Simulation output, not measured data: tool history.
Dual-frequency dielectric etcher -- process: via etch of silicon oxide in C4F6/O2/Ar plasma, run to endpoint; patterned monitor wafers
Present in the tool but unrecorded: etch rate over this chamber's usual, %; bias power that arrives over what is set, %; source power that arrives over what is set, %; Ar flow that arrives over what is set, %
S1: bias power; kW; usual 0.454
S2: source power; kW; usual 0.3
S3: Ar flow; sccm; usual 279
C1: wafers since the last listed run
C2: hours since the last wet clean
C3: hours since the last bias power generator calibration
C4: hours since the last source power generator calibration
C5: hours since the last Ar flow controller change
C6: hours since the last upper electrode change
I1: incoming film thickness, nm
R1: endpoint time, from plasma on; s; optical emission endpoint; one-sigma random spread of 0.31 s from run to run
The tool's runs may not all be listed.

run 1 hour=0 | S1=0.454 S2=0.3 S3=279 | C1=0 C2=267.6 C3=2775.7 C4=1414.9 C5=3902.8 C6=2529 | I1=192.2 | R1=48.6
run 2 hour=14.9 | S1=0.454 S2=0.3 S3=279 | C1=123 C2=282.5 C3=2790.6 C4=1429.8 C5=3917.7 C6=2543.9 | I1=194.7 | R1=49.6
-- hour=26.4 bias power generator calibrated
run 3 hour=32.7 | S1=0.454 S2=0.3 S3=279 | C1=114 C2=300.3 C3=6.3 C4=1447.6 C5=3935.5 C6=2561.7 | I1=192.5 | R1=48.1
run 4 hour=44.4 | S1=0.454 S2=0.36 S3=279 | C1=96 C2=312 C3=18 C4=1459.3 C5=3947.2 C6=2573.4 | I1=192.7 | R1=45.2
run 5 hour=62.1 | S1=0.454 S2=0.36 S3=279 | C1=146 C2=329.7 C3=35.7 C4=1477 C5=3964.9 C6=2591.1 | I1=194.5 | R1=45.1
run 6 hour=72 | S1=0.454 S2=0.36 S3=279 | C1=81 C2=339.6 C3=45.6 C4=1486.9 C5=3974.8 C6=2601 | I1=192.1 | R1=45
-- hour=105.3 wet clean of the chamber
run 7 hour=105.8 | S1=0.367 S2=0.3 S3=279 | C1=80 C2=0.5 C3=79.4 C4=1520.7 C5=4008.6 C6=2634.8 | I1=192 | R1=57
run 8 hour=106.1 | S1=0.367 S2=0.3 S3=279 | C1=2 C2=0.8 C3=79.7 C4=1521 C5=4008.9 C6=2635.1 | I1=193 | R1=56.9
run 9 hour=106.4 | S1=0.367 S2=0.3 S3=279 | C1=2 C2=1.1 C3=80 C4=1521.3 C5=4009.2 C6=2635.4 | I1=192.4 | R1=56.6
run 10 hour=117.4 | S1=0.454 S2=0.3 S3=279 | C1=90 C2=12.1 C3=91 C4=1532.3 C5=4020.2 C6=2646.4 | I1=192.5 | R1=49.3
run 11 hour=123.7 | S1=0.454 S2=0.34 S3=279 | C1=52 C2=18.4 C3=97.3 C4=1538.6 C5=4026.5 C6=2652.7 | I1=193 | R1=47.2
run 12 hour=137.2 | S1=0.454 S2=0.3 S3=279 | C1=111 C2=31.9 C3=110.8 C4=1552.1 C5=4040 C6=2666.2 | I1=191 | R1=49.1
-- hour=161.2 upper electrode replaced
-- hour=161.9 Ar flow controller replaced
run 13 hour=162.4 | S1=0.454 S2=0.25 S3=279 | C1=4 C2=57.1 C3=136 C4=1577.3 C5=0.5 C6=1.2 | I1=191.2 | R1=53.2
run 14 hour=162.9 | S1=0.565 S2=0.26 S3=209 | C1=4 C2=57.6 C3=136.5 C4=1577.8 C5=1 C6=1.7 | I1=193.3 | R1=45.3
run 15 hour=177.4 | S1=0.454 S2=0.3 S3=279 | C1=119 C2=72.1 C3=151 C4=1592.3 C5=15.5 C6=16.2 | I1=194.5 | R1=50.2
run 16 hour=193.5 | S1=0.387 S2=0.37 S3=297 | C1=133 C2=88.2 C3=167.1 C4=1608.4 C5=31.6 C6=32.3 | I1=194.7 | R1=51.2
run 17 hour=203.4 | S1=0.454 S2=0.3 S3=251 | C1=81 C2=98.1 C3=177 C4=1618.3 C5=41.5 C6=42.2 | I1=192.7 | R1=48.9
run 18 hour=212.3 | S1=0.358 S2=0.37 S3=217 | C1=73 C2=107 C3=185.9 C4=1627.2 C5=50.4 C6=51.1 | I1=192.5 | R1=50.7
run 19 hour=223.1 | S1=0.454 S2=0.36 S3=235 | C1=89 C2=117.8 C3=196.7 C4=1638 C5=61.2 C6=61.9 | I1=193 | R1=45.3
-- hour=228.8 source power generator calibrated
run 20 hour=234.5 | S1=0.454 S2=0.3 S3=279 | C1=61 C2=129.2 C3=208.1 C4=5.7 C5=72.6 C6=73.3 | I1=191.4 | R1=48.4
run 21 hour=247.5 | S1=0.517 S2=0.28 S3=233 | C1=107 C2=142.2 C3=221.1 C4=18.7 C5=85.6 C6=86.3 | I1=193.3 | R1=46.2
run 22 hour=296.1 | S1=0.454 S2=0.3 S3=279 | C1=401 C2=190.8 C3=269.7 C4=67.3 C5=134.2 C6=134.9 | I1=193 | R1=48.7
run 23 hour=303.3 | S1=0.454 S2=0.3 S3=341 | C1=59 C2=198 C3=276.9 C4=74.5 C5=141.4 C6=142.1 | I1=192.7 | R1=49.1
run 24 hour=319.6 | S1=0.454 S2=0.3 S3=279 | C1=134 C2=214.3 C3=293.2 C4=90.8 C5=157.7 C6=158.4 | I1=192.7 | R1=48.7
run 25 hour=336.2 | S1=0.454 S2=0.3 S3=253 | C1=137 C2=230.9 C3=309.8 C4=107.4 C5=174.3 C6=175 | I1=192.5 | R1=47.8
run 26 hour=342.8 | S1=0.454 S2=0.3 S3=279 | C1=54 C2=237.5 C3=316.4 C4=114 C5=180.9 C6=181.6 | I1=193.1 | R1=49
run 27 hour=352.9 | S1=0.424 S2=0.24 S3=221 | C1=83 C2=247.6 C3=326.5 C4=124.1 C5=191 C6=191.7 | I1=192.9 | R1=55.4
run 28 hour=370.3 | S1=0.539 S2=0.3 S3=315 | C1=143 C2=265 C3=343.9 C4=141.5 C5=208.4 C6=209.1 | I1=193.9 | R1=44.5
run 29 hour=378.8 | S1=0.401 S2=0.33 S3=334 | C1=70 C2=273.5 C3=352.4 C4=150 C5=216.9 C6=217.6 | I1=191.6 | R1=50.3

Consider 4 possible next runs. They are alternatives, not a sequence: every one starts from the tool as it was left by run 29. What does each give?
run A hour=379.2 | S1=0.378 S2=0.3 S3=279 | C1=3 C2=273.9 C3=352.8 C4=150.4 C5=217.3 C6=218 | I1=193 | R1=?
run B hour=379.2 | S1=0.454 S2=0.35 S3=259 | C1=3 C2=273.9 C3=352.8 C4=150.4 C5=217.3 C6=218 | I1=193 | R1=?
run C hour=379.2 | S1=0.348 S2=0.34 S3=279 | C1=3 C2=273.9 C3=352.8 C4=150.4 C5=217.3 C6=218 | I1=193 | R1=?
run D hour=379.2 | S1=0.425 S2=0.3 S3=279 | C1=3 C2=273.9 C3=352.8 C4=150.4 C5=217.3 C6=218 | I1=193 | R1=?

run=A R1=55.2
run=B R1=45.9
run=C R1=55.2
run=D R1=51.2
With no hidden state in the tool, these same runs would have given:
run=A R1=56.6
run=B R1=47.1
run=C R1=56.7
run=D R1=52.6
